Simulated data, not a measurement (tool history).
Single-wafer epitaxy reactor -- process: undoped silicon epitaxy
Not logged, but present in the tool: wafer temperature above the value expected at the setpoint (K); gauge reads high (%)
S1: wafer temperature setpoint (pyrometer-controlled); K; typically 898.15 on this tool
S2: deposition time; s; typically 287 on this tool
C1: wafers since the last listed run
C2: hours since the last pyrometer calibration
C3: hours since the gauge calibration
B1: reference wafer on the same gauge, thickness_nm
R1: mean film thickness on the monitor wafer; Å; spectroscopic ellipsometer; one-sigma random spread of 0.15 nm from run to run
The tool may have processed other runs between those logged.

run,hour,S1,S2,C1,C2,C3,B1,R1
1,0,898.15,267,0,1360.8,458.4,31.094,252.78
# hour 10.5: pyrometer calibrated
2,38.1,898.15,267,230,27.6,496.5,31.087,251.44
3,136.6,898.15,267,754,126.1,595,31.02,250.29
4,195,898.15,287,447,184.5,653.4,30.932,269.51
5,243.2,898.15,287,369,232.7,701.6,30.875,267.72
6,294.5,898.15,287,393,284,752.9,30.82,266.88
7,363.5,888.15,287,528,353,821.9,30.765,218.19
8,414.1,898.15,271,387,403.6,872.5,30.699,253.39
9,478.2,898.15,271,491,467.7,936.6,30.648,252.38
10,537.4,898.15,322,453,526.9,995.8,30.597,301.09
11,610.1,898.15,322,557,599.6,1068.5,30.518,298.32
12,668.4,898.15,322,446,657.9,1126.8,30.487,298.56
13,705.1,898.15,287,281,694.6,1163.5,30.469,266.49
14,807.8,898.15,287,786,797.3,1266.2,30.296,263.76
15,860.6,885.15,307,404,850.1,1319,30.338,213.79
16,965.5,890.15,259,803,955,1423.9,30.249,203.43
# hour 985: gauge calibrated
17,1044.9,887.15,239,608,1034.4,59.9,31.507,180.87
18,1132,898.15,287,667,1121.5,147,31.418,274.81
# hour 1157.6: pyrometer calibrated
19,1190.7,898.15,304,388,33.1,205.7,31.391,290.03
20,1233.9,898.15,287,331,76.3,248.9,31.298,272.04
21,1283,898.15,236,376,125.4,298,31.334,223.77
22,1371.5,905.15,313,678,213.9,386.5,31.21,337.36
23,1633.9,907.15,259,2010,476.3,648.9,30.951,291.07
24,1730.1,907.15,259,737,572.5,745.1,30.926,288.02
25,1812.9,885.15,232,634,655.3,827.9,30.849,165.55

Forecast each of these 4 alternatives for the next run:
A,1813.4,898.15,287,3,655.8,828.4,?,?
B,1813.4,904.15,344,3,655.8,828.4,?,?
C,1813.4,885.15,247,3,655.8,828.4,?,?
D,1813.4,885.15,316,3,655.8,828.4,?,?

run,B1,R1
A,30.825,268.31
B,30.825,362.9
C,30.825,176.86
D,30.825,226.26
What these runs would have given with no unlogged condition in the tool:
run,R1
A,274.31
B,371.01
C,180.81
D,231.32
